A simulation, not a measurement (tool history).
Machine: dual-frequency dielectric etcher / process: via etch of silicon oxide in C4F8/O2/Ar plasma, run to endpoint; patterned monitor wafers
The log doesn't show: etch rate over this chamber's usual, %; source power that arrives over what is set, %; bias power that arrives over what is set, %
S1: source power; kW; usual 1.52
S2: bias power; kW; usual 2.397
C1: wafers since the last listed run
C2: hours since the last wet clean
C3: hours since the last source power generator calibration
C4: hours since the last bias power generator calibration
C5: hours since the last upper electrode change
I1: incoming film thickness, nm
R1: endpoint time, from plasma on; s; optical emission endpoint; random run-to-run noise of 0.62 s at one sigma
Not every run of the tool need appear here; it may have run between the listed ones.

{"run": 1, "hour": 0.0, "S1": 1.52, "S2": 2.397, "C1": 0, "C2": 69.4, "C3": 1028.3, "C4": 2832, "C5": 1815.4, "I1": 962.8, "R1": 206.7}
{"run": 2, "hour": 67.5, "S1": 1.39, "S2": 2.534, "C1": 378, "C2": 136.9, "C3": 1095.8, "C4": 2899.5, "C5": 1882.9, "I1": 955.7, "R1": 210.1}
{"run": 3, "hour": 131.5, "S1": 1.39, "S2": 2.534, "C1": 358, "C2": 200.9, "C3": 1159.8, "C4": 2963.5, "C5": 1946.9, "I1": 964.4, "R1": 214.7}
{"run": 4, "hour": 157.1, "S1": 1.39, "S2": 2.534, "C1": 143, "C2": 226.5, "C3": 1185.4, "C4": 2989.1, "C5": 1972.5, "I1": 961.8, "R1": 213.3}
{"run": 5, "hour": 187.4, "S1": 1.52, "S2": 2.397, "C1": 169, "C2": 256.8, "C3": 1215.7, "C4": 3019.4, "C5": 2002.8, "I1": 965.4, "R1": 209.4}
{"run": 6, "hour": 258.2, "S1": 1.52, "S2": 2.397, "C1": 396, "C2": 327.6, "C3": 1286.5, "C4": 3090.2, "C5": 2073.6, "I1": 958.9, "R1": 209.6}
{"run": 7, "hour": 289.4, "S1": 1.43, "S2": 2.397, "C1": 174, "C2": 358.8, "C3": 1317.7, "C4": 3121.4, "C5": 2104.8, "I1": 960.2, "R1": 215.2}
{"run": 8, "hour": 356.2, "S1": 1.43, "S2": 2.397, "C1": 374, "C2": 425.6, "C3": 1384.5, "C4": 3188.2, "C5": 2171.6, "I1": 958.4, "R1": 216.4}
{"run": 9, "hour": 397.4, "S1": 1.52, "S2": 2.397, "C1": 231, "C2": 466.8, "C3": 1425.7, "C4": 3229.4, "C5": 2212.8, "I1": 963.1, "R1": 210.7}
{"hour": 425.9, "done": "wet clean of the chamber"}
{"run": 10, "hour": 466.5, "S1": 1.52, "S2": 2.397, "C1": 252, "C2": 40.6, "C3": 1494.8, "C4": 3298.5, "C5": 2281.9, "I1": 953.6, "R1": 200.1}
{"run": 11, "hour": 502.9, "S1": 1.52, "S2": 2.397, "C1": 204, "C2": 77, "C3": 1531.2, "C4": 3334.9, "C5": 2318.3, "I1": 960.7, "R1": 202.6}
{"hour": 534.0, "done": "source power generator calibrated"}
{"run": 12, "hour": 534.5, "S1": 1.7, "S2": 2.397, "C1": 154, "C2": 108.6, "C3": 0.5, "C4": 3366.5, "C5": 2349.9, "I1": 960.4, "R1": 197.1}
{"run": 13, "hour": 574.6, "S1": 1.89, "S2": 2.756, "C1": 224, "C2": 148.7, "C3": 40.6, "C4": 3406.6, "C5": 2390, "I1": 958, "R1": 180}
{"hour": 626.5, "done": "upper electrode replaced"}
{"run": 14, "hour": 646.5, "S1": 1.79, "S2": 2.397, "C1": 268, "C2": 220.6, "C3": 112.5, "C4": 3478.5, "C5": 20, "I1": 964.4, "R1": 195.5}
{"run": 15, "hour": 691.8, "S1": 1.35, "S2": 2.558, "C1": 254, "C2": 265.9, "C3": 157.8, "C4": 3523.8, "C5": 65.3, "I1": 959.8, "R1": 213.9}
{"run": 16, "hour": 760.5, "S1": 1.65, "S2": 2.912, "C1": 385, "C2": 334.6, "C3": 226.5, "C4": 3592.5, "C5": 134, "I1": 953.2, "R1": 188.3}
{"run": 17, "hour": 819.9, "S1": 1.9, "S2": 2.397, "C1": 333, "C2": 394, "C3": 285.9, "C4": 3651.9, "C5": 193.4, "I1": 949.5, "R1": 189.5}
{"run": 18, "hour": 886.1, "S1": 1.64, "S2": 2.397, "C1": 371, "C2": 460.2, "C3": 352.1, "C4": 3718.1, "C5": 259.6, "I1": 959.9, "R1": 204}
{"hour": 915.1, "done": "bias power generator calibrated"}
{"hour": 920.5, "done": "wet clean of the chamber"}
{"run": 19, "hour": 926.3, "S1": 1.21, "S2": 2.077, "C1": 173, "C2": 5.8, "C3": 392.3, "C4": 11.2, "C5": 299.8, "I1": 962, "R1": 238.8}
{"run": 20, "hour": 990.2, "S1": 1.52, "S2": 2.173, "C1": 358, "C2": 69.7, "C3": 456.2, "C4": 75.1, "C5": 363.7, "I1": 956.3, "R1": 213.1}
{"run": 21, "hour": 1014.9, "S1": 1.52, "S2": 2.397, "C1": 138, "C2": 94.4, "C3": 480.9, "C4": 99.8, "C5": 388.4, "I1": 961.3, "R1": 208}
{"run": 22, "hour": 1075.9, "S1": 1.81, "S2": 2.168, "C1": 342, "C2": 155.4, "C3": 541.9, "C4": 160.8, "C5": 449.4, "I1": 960.6, "R1": 200}
{"run": 23, "hour": 1136.9, "S1": 1.52, "S2": 2.397, "C1": 342, "C2": 216.4, "C3": 602.9, "C4": 221.8, "C5": 510.4, "I1": 962.7, "R1": 210}
{"run": 24, "hour": 1182.2, "S1": 1.15, "S2": 2.397, "C1": 254, "C2": 261.7, "C3": 648.2, "C4": 267.1, "C5": 555.7, "I1": 967.4, "R1": 238.5}
{"run": 25, "hour": 1216.1, "S1": 1.52, "S2": 2.82, "C1": 190, "C2": 295.6, "C3": 682.1, "C4": 301, "C5": 589.6, "I1": 965.1, "R1": 199.9}

3 ways to go on from here, each from the tool as it stands after run 25. What would each give?
{"run": "A", "hour": 1216.6, "S1": 1.52, "S2": 2.857, "C1": 2, "C2": 296.1, "C3": 682.6, "C4": 301.5, "C5": 590.1, "I1": 963.5, "R1": "?"}
{"run": "B", "hour": 1216.6, "S1": 1.73, "S2": 2.953, "C1": 2, "C2": 296.1, "C3": 682.6, "C4": 301.5, "C5": 590.1, "I1": 963.5, "R1": "?"}
{"run": "C", "hour": 1216.6, "S1": 1.82, "S2": 2.241, "C1": 2, "C2": 296.1, "C3": 682.6, "C4": 301.5, "C5": 590.1, "I1": 963.5, "R1": "?"}

run=A R1=199.9
run=B R1=187.3
run=C R1=200.2
Had the tool no hidden state, the same runs would have come out as:
run=A R1=196.1
run=B R1=183.8
run=C R1=196.4
